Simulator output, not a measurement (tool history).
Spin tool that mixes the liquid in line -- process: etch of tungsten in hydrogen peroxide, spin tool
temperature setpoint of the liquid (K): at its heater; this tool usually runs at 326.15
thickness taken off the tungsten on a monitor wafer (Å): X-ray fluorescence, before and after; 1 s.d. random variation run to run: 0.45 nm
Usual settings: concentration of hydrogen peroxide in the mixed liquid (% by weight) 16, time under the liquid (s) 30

| run | hour | temperature setpoint of the liquid (K) | concentration of hydrogen peroxide in the mixed liquid (% by weight) | time under the liquid (s) | wafers since the last listed run | hours since the thermometer was replaced | hours since the peroxide flow meter was replaced | hours since the heated supply line was repaired | hours since the drum of peroxide was connected | hours since the gauge calibration | read-back film thickness of the tungsten reference wafer, read on the same gauge (nm) | thickness taken off the tungsten on a monitor wafer (Å) |
|---|---|---|---|---|---|---|---|---|---|---|---|---|
| 1 | 0 | 329.65 | 19.5 | 30 | 0 | 895.9 | 780 | 3365.8 | 515.8 | 1377.3 | 150 | 859.3 |
| 2 | 209.3 | 326.15 | 16 | 30 | 3322 | 1105.2 | 989.3 | 3575.1 | 725.1 | 1586.6 | 149.99 | 637.2 |
|  | 244.3 | heated supply line repaired |
|  | 253.1 | new drum of peroxide connected |
| 3 | 267.8 | 326.15 | 16 | 30 | 896 | 1163.7 | 1047.8 | 23.5 | 14.7 | 1645.1 | 149.98 | 631.2 |
| 4 | 322.7 | 329.65 | 19 | 25 | 871 | 1218.6 | 1102.7 | 78.4 | 69.6 | 1700 | 149.98 | 709.2 |
| 5 | 347.3 | 326.15 | 12.5 | 30 | 390 | 1243.2 | 1127.3 | 103 | 94.2 | 1724.6 | 150.01 | 562.2 |
|  | 382.9 | thermometer replaced |
| 6 | 397.8 | 332.15 | 16 | 45 | 785 | 14.9 | 1177.8 | 153.5 | 144.7 | 1775.1 | 150.02 | 1265.5 |
| 7 | 429 | 326.15 | 13.5 | 30 | 495 | 46.1 | 1209 | 184.7 | 175.9 | 1806.3 | 150.03 | 536.8 |
|  | 604.8 | gauge calibrated |
| 8 | 620.1 | 316.65 | 19.5 | 50 | 3033 | 237.2 | 1400.1 | 375.8 | 367 | 15.3 | 149.99 | 607.9 |
| 9 | 644.2 | 316.15 | 16 | 15 | 382 | 261.3 | 1424.2 | 399.9 | 391.1 | 39.4 | 149.97 | 158.9 |
| 10 | 670.7 | 326.15 | 16 | 30 | 420 | 287.8 | 1450.7 | 426.4 | 417.6 | 65.9 | 149.99 | 587.9 |
| 11 | 703.6 | 326.15 | 14.5 | 30 | 522 | 320.7 | 1483.6 | 459.3 | 450.5 | 98.8 | 149.99 | 563.8 |
| 12 | 762.2 | 316.15 | 19 | 40 | 930 | 379.3 | 1542.2 | 517.9 | 509.1 | 157.4 | 150 | 462.3 |
| 13 | 793.1 | 326.15 | 16 | 30 | 490 | 410.2 | 1573.1 | 548.8 | 540 | 188.3 | 150 | 596.3 |
|  | 795 | peroxide flow meter replaced |
| 14 | 840.9 | 326.15 | 16 | 30 | 742 | 458 | 45.9 | 596.6 | 587.8 | 236.1 | 150 | 629.3 |
| 15 | 867.7 | 326.15 | 16 | 30 | 425 | 484.8 | 72.7 | 623.4 | 614.6 | 262.9 | 150.02 | 628.4 |

Expected results for the next run?
| 16 | 897.5 | 326.15 | 16 | 30 | 473 | 514.6 | 102.5 | 653.2 | 644.4 | 292.7 | ? | ? |

{"run 16": {"read-back film thickness of the tungsten reference wafer, read on the same gauge (nm)": 150.03, "thickness taken off the tungsten on a monitor wafer (Å)": 626}}
With no hidden state in the tool, this same run would have given thickness taken off the tungsten on a monitor wafer (Å) 611.6.

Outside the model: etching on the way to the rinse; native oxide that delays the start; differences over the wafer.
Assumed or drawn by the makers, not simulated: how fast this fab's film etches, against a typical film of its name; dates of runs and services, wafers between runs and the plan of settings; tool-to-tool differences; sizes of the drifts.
